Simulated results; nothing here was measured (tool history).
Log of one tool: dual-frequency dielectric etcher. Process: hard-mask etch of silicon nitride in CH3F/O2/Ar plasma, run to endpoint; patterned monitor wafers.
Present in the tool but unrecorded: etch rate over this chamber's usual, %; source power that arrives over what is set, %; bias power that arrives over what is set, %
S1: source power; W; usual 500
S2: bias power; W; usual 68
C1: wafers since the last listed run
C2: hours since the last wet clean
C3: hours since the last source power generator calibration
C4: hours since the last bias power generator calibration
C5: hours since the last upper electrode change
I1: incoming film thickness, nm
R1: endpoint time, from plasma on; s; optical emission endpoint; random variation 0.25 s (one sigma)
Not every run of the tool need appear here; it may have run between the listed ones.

run 1 hour=0.0 | S1=500 S2=81 | C1=0 C2=29.7 C3=2033.2 C4=2529.7 C5=4640.4 | I1=38.94 | R1=56.1
run 2 hour=16.7 | S1=500 S2=68 | C1=196 C2=46.4 C3=2049.9 C4=2546.4 C5=4657.1 | I1=39.21 | R1=58.7
run 3 hour=33.8 | S1=500 S2=68 | C1=201 C2=63.5 C3=2067.0 C4=2563.5 C5=4674.2 | I1=39.29 | R1=58.6
run 4 hour=54.1 | S1=500 S2=68 | C1=238 C2=83.8 C3=2087.3 C4=2583.8 C5=4694.5 | I1=39.13 | R1=58.8
run 5 hour=68.6 | S1=500 S2=68 | C1=170 C2=98.3 C3=2101.8 C4=2598.3 C5=4709.0 | I1=38.92 | R1=58.7
run 6 hour=88.3 | S1=500 S2=68 | C1=231 C2=118.0 C3=2121.5 C4=2618.0 C5=4728.7 | I1=38.77 | R1=58.4
run 7 hour=111.6 | S1=420 S2=68 | C1=273 C2=141.3 C3=2144.8 C4=2641.3 C5=4752.0 | I1=38.97 | R1=62.7
-- hour=144.1 wet clean of the chamber, repeated, since the last time left the tool worse
run 8 hour=144.6 | S1=500 S2=68 | C1=105 C2=0.5 C3=2177.8 C4=2674.3 C5=4785.0 | I1=39.24 | R1=55.1
run 9 hour=144.9 | S1=500 S2=68 | C1=3 C2=0.8 C3=2178.1 C4=2674.6 C5=4785.3 | I1=39.07 | R1=55.0
-- hour=230.6 upper electrode replaced
run 10 hour=231.1 | S1=430 S2=68 | C1=731 C2=87.0 C3=2264.3 C4=2760.8 C5=0.5 | I1=39.83 | R1=59.0
run 11 hour=257.1 | S1=500 S2=68 | C1=305 C2=113.0 C3=2290.3 C4=2786.8 C5=26.5 | I1=39.06 | R1=55.4
run 12 hour=278.4 | S1=500 S2=68 | C1=250 C2=134.3 C3=2311.6 C4=2808.1 C5=47.8 | I1=38.95 | R1=55.3
run 13 hour=301.3 | S1=500 S2=68 | C1=269 C2=157.2 C3=2334.5 C4=2831.0 C5=70.7 | I1=39.23 | R1=55.6
run 14 hour=318.8 | S1=500 S2=68 | C1=205 C2=174.7 C3=2352.0 C4=2848.5 C5=88.2 | I1=39.30 | R1=55.6
run 15 hour=334.5 | S1=610 S2=54 | C1=184 C2=190.4 C3=2367.7 C4=2864.2 C5=103.9 | I1=39.36 | R1=54.7
run 16 hour=360.9 | S1=500 S2=68 | C1=310 C2=216.8 C3=2394.1 C4=2890.6 C5=130.3 | I1=39.32 | R1=56.1
run 17 hour=392.3 | S1=500 S2=68 | C1=369 C2=248.2 C3=2425.5 C4=2922.0 C5=161.7 | I1=39.22 | R1=56.0
run 18 hour=406.5 | S1=500 S2=68 | C1=166 C2=262.4 C3=2439.7 C4=2936.2 C5=175.9 | I1=38.99 | R1=56.0
run 19 hour=431.4 | S1=540 S2=62 | C1=292 C2=287.3 C3=2464.6 C4=2961.1 C5=200.8 | I1=39.28 | R1=55.4
run 20 hour=451.0 | S1=500 S2=51 | C1=230 C2=306.9 C3=2484.2 C4=2980.7 C5=220.4 | I1=39.59 | R1=60.0
run 21 hour=476.3 | S1=500 S2=68 | C1=297 C2=332.2 C3=2509.5 C4=3006.0 C5=245.7 | I1=39.31 | R1=56.6
-- hour=483.8 source power generator calibrated
run 22 hour=492.6 | S1=550 S2=68 | C1=144 C2=348.5 C3=8.8 C4=3022.3 C5=262.0 | I1=39.27 | R1=55.0
run 23 hour=508.3 | S1=570 S2=62 | C1=184 C2=364.2 C3=24.5 C4=3038.0 C5=277.7 | I1=39.23 | R1=55.2
run 24 hour=523.6 | S1=530 S2=53 | C1=179 C2=379.5 C3=39.8 C4=3053.3 C5=293.0 | I1=38.89 | R1=58.0
run 25 hour=555.0 | S1=500 S2=68 | C1=369 C2=410.9 C3=71.2 C4=3084.7 C5=324.4 | I1=38.99 | R1=56.0

Run 26 comes next. What will it give?
-- hour=567.3 bias power generator calibrated
run 26 hour=583.9 | S1=560 S2=76 | C1=292 C2=439.8 C3=100.1 C4=16.6 C5=353.3 | I1=38.65 | R1=?

R1: 52.9 s
With the hidden condition absent and the run-to-run variation left alone, this run would have shown R1 51.3 s.

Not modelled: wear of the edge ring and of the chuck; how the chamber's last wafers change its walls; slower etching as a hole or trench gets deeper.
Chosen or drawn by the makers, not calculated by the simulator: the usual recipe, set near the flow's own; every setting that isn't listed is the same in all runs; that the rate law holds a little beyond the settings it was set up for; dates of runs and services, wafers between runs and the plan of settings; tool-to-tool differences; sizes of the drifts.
